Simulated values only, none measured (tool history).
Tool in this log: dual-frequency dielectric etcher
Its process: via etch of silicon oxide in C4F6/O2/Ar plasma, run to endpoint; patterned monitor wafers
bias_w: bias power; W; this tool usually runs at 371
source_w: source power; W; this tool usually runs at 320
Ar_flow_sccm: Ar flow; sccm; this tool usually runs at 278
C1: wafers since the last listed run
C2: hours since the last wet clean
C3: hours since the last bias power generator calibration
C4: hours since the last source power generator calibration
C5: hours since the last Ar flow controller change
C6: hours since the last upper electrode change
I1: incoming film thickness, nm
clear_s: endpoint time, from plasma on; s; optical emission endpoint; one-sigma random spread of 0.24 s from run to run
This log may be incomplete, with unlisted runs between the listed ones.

run 1 day=0.000 | bias_w=371 source_w=300 Ar_flow_sccm=278 | C1=0 C2=162.8 C3=3303.3 C4=321.8 C5=2465.0 C6=3888.3 | I1=131.7 | clear_s=37.5
run 2 day=2.375 | bias_w=418 source_w=290 Ar_flow_sccm=278 | C1=965 C2=219.8 C3=3360.3 C4=378.8 C5=2522.0 C6=3945.3 | I1=132.0 | clear_s=36.1
run 3 day=3.833 | bias_w=418 source_w=290 Ar_flow_sccm=278 | C1=592 C2=254.8 C3=3395.3 C4=413.8 C5=2557.0 C6=3980.3 | I1=132.1 | clear_s=37.3
run 4 day=6.404 | bias_w=418 source_w=290 Ar_flow_sccm=278 | C1=1044 C2=316.5 C3=3457.0 C4=475.5 C5=2618.7 C6=4042.0 | I1=131.9 | clear_s=37.1
run 5 day=8.662 | bias_w=442 source_w=370 Ar_flow_sccm=278 | C1=917 C2=370.7 C3=3511.2 C4=529.7 C5=2672.9 C6=4096.2 | I1=134.5 | clear_s=34.0
-- day=9.412 Ar flow controller replaced
-- day=9.696 upper electrode replaced
run 6 day=11.483 | bias_w=442 source_w=370 Ar_flow_sccm=278 | C1=930 C2=438.4 C3=3578.9 C4=597.4 C5=49.7 C6=42.9 | I1=131.8 | clear_s=32.6
-- day=14.058 wet clean of the chamber
run 7 day=14.079 | bias_w=371 source_w=320 Ar_flow_sccm=278 | C1=648 C2=0.5 C3=3641.2 C4=659.7 C5=112.0 C6=105.2 | I1=131.3 | clear_s=35.4
run 8 day=16.508 | bias_w=371 source_w=250 Ar_flow_sccm=319 | C1=987 C2=58.8 C3=3699.5 C4=718.0 C5=170.3 C6=163.5 | I1=132.2 | clear_s=40.1
run 9 day=17.708 | bias_w=371 source_w=250 Ar_flow_sccm=278 | C1=487 C2=87.6 C3=3728.3 C4=746.8 C5=199.1 C6=192.3 | I1=132.5 | clear_s=40.1
run 10 day=19.992 | bias_w=412 source_w=320 Ar_flow_sccm=278 | C1=927 C2=142.4 C3=3783.1 C4=801.6 C5=253.9 C6=247.1 | I1=131.7 | clear_s=35.1
run 11 day=22.517 | bias_w=371 source_w=320 Ar_flow_sccm=278 | C1=1026 C2=203.0 C3=3843.7 C4=862.2 C5=314.5 C6=307.7 | I1=132.3 | clear_s=36.0
run 12 day=24.121 | bias_w=428 source_w=290 Ar_flow_sccm=224 | C1=651 C2=241.5 C3=3882.2 C4=900.7 C5=353.0 C6=346.2 | I1=133.0 | clear_s=34.9
run 13 day=26.254 | bias_w=371 source_w=320 Ar_flow_sccm=278 | C1=867 C2=292.7 C3=3933.4 C4=951.9 C5=404.2 C6=397.4 | I1=134.3 | clear_s=37.0
run 14 day=28.392 | bias_w=331 source_w=320 Ar_flow_sccm=297 | C1=868 C2=344.0 C3=3984.7 C4=1003.2 C5=455.5 C6=448.7 | I1=132.2 | clear_s=38.4
run 15 day=29.662 | bias_w=329 source_w=250 Ar_flow_sccm=314 | C1=516 C2=374.5 C3=4015.2 C4=1033.7 C5=486.0 C6=479.2 | I1=133.3 | clear_s=43.4
run 16 day=31.883 | bias_w=426 source_w=260 Ar_flow_sccm=236 | C1=902 C2=427.8 C3=4068.5 C4=1087.0 C5=539.3 C6=532.5 | I1=133.4 | clear_s=37.8
run 17 day=34.612 | bias_w=371 source_w=320 Ar_flow_sccm=309 | C1=1109 C2=493.3 C3=4134.0 C4=1152.5 C5=604.8 C6=598.0 | I1=131.5 | clear_s=37.6
-- day=36.475 wet clean of the chamber
run 18 day=36.496 | bias_w=442 source_w=370 Ar_flow_sccm=278 | C1=358 C2=0.5 C3=4179.2 C4=1197.7 C5=650.0 C6=643.2 | I1=132.1 | clear_s=31.8
run 19 day=37.562 | bias_w=318 source_w=270 Ar_flow_sccm=278 | C1=433 C2=26.1 C3=4204.8 C4=1223.3 C5=675.6 C6=668.8 | I1=132.5 | clear_s=40.4
run 20 day=44.725 | bias_w=416 source_w=370 Ar_flow_sccm=346 | C1=2910 C2=198.0 C3=4376.7 C4=1395.2 C5=847.5 C6=840.7 | I1=131.3 | clear_s=34.1
run 21 day=47.392 | bias_w=297 source_w=280 Ar_flow_sccm=243 | C1=1083 C2=262.0 C3=4440.7 C4=1459.2 C5=911.5 C6=904.7 | I1=132.2 | clear_s=40.7
run 22 day=49.300 | bias_w=371 source_w=390 Ar_flow_sccm=278 | C1=775 C2=307.8 C3=4486.5 C4=1505.0 C5=957.3 C6=950.5 | I1=131.5 | clear_s=34.1
-- day=50.896 bias power generator calibrated
run 23 day=52.150 | bias_w=331 source_w=250 Ar_flow_sccm=316 | C1=1090 C2=376.2 C3=30.1 C4=1573.4 C5=1025.7 C6=1018.9 | I1=132.5 | clear_s=43.4
-- day=52.850 source power generator calibrated
-- day=53.288 wet clean of the chamber
run 24 day=56.704 | bias_w=371 source_w=320 Ar_flow_sccm=278 | C1=1604 C2=82.0 C3=139.4 C4=92.5 C5=1135.0 C6=1128.2 | I1=133.7 | clear_s=36.1
run 25 day=59.479 | bias_w=371 source_w=320 Ar_flow_sccm=278 | C1=1127 C2=148.6 C3=206.0 C4=159.1 C5=1201.6 C6=1194.8 | I1=132.0 | clear_s=36.4
run 26 day=68.392 | bias_w=428 source_w=290 Ar_flow_sccm=224 | C1=3622 C2=362.5 C3=419.9 C4=373.0 C5=1415.5 C6=1408.7 | I1=131.7 | clear_s=34.8
-- day=71.238 wet clean of the chamber
run 27 day=71.258 | bias_w=371 source_w=250 Ar_flow_sccm=253 | C1=758 C2=0.5 C3=488.7 C4=441.8 C5=1484.3 C6=1477.5 | I1=132.7 | clear_s=38.9
run 28 day=73.538 | bias_w=371 source_w=380 Ar_flow_sccm=278 | C1=926 C2=55.2 C3=543.4 C4=496.5 C5=1539.0 C6=1532.2 | I1=132.1 | clear_s=33.5

Forecast each of these 5 alternatives for the next run:
run A day=73.554 | bias_w=371 source_w=320 Ar_flow_sccm=278 | C1=6 C2=55.6 C3=543.8 C4=496.9 C5=1539.4 C6=1532.6 | I1=134.0 | clear_s=?
run B day=73.554 | bias_w=312 source_w=320 Ar_flow_sccm=336 | C1=6 C2=55.6 C3=543.8 C4=496.9 C5=1539.4 C6=1532.6 | I1=134.0 | clear_s=?
run C day=73.554 | bias_w=443 source_w=320 Ar_flow_sccm=211 | C1=6 C2=55.6 C3=543.8 C4=496.9 C5=1539.4 C6=1532.6 | I1=134.0 | clear_s=?
run D day=73.554 | bias_w=371 source_w=320 Ar_flow_sccm=304 | C1=6 C2=55.6 C3=543.8 C4=496.9 C5=1539.4 C6=1532.6 | I1=134.0 | clear_s=?
run E day=73.554 | bias_w=323 source_w=370 Ar_flow_sccm=314 | C1=6 C2=55.6 C3=543.8 C4=496.9 C5=1539.4 C6=1532.6 | I1=134.0 | clear_s=?

run=A clear_s=36.7
run=B clear_s=40.0
run=C clear_s=33.0
run=D clear_s=37.2
run=E clear_s=36.9
What these runs would have given with no unlogged condition in the tool:
run=A clear_s=36.4
run=B clear_s=39.7
run=C clear_s=32.7
run=D clear_s=36.9
run=E clear_s=36.6

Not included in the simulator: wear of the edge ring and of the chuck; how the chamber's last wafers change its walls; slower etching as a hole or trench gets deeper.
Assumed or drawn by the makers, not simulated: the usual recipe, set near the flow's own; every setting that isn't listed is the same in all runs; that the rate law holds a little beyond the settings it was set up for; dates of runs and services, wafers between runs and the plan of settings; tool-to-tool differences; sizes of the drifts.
